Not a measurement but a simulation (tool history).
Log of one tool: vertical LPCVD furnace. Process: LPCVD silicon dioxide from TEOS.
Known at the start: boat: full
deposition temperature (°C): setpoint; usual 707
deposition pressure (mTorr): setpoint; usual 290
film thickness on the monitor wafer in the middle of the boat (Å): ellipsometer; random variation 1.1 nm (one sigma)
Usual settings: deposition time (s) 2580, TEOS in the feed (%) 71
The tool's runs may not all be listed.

run	day	deposition temperature (°C)	deposition pressure (mTorr)	deposition time (s)	TEOS in the feed (%)	read-back reference wafer on the same gauge, thickness	film thickness on the monitor wafer in the middle of the boat (Å)
1	0	707	350	2580	63	348.68	4036.8
2	3.096	707	290	2580	71	348.99	3902.9
3	7.383	707	290	2580	71	348.99	3906.8
4	11.862	704	290	2310	71	348.56	3255.5
5	15.254	704	290	2310	71	348.66	3276.5
6	16.992	707	290	2940	71	349.15	4439
7	20.942	707	290	2580	62	349.11	3625.6
8	24.896	707	290	2580	62	348.7	3658.9
9	26.975	707	290	2580	71	349.06	3884.9
# day 28.712: pressure gauge zeroed
10	29.862	707	290	2580	71	349.2	3910.9
11	32.508	707	290	2580	71	349.5	3920.3
# day 35.458: thermocouples replaced and temperature profile calibrated
12	35.479	707	290	2580	71	349	3893.7
13	36.875	707	290	2580	71	349	3907
14	40.1	707	290	2580	71	348.99	3886.6
15	44.533	707	330	3150	71	348.92	5073.8
16	46.354	711	315	1590	71	349.19	2742.8

Forecast run 17:
17	54.704	707	290	2580	71	?	?

{"run 17": {"read-back reference wafer on the same gauge, thickness": 349.18, "film thickness on the monitor wafer in the middle of the boat (Å)": 3905.3}}
Without the tool's hidden state the same run would have given film thickness on the monitor wafer in the middle of the boat (Å) 3905.3.

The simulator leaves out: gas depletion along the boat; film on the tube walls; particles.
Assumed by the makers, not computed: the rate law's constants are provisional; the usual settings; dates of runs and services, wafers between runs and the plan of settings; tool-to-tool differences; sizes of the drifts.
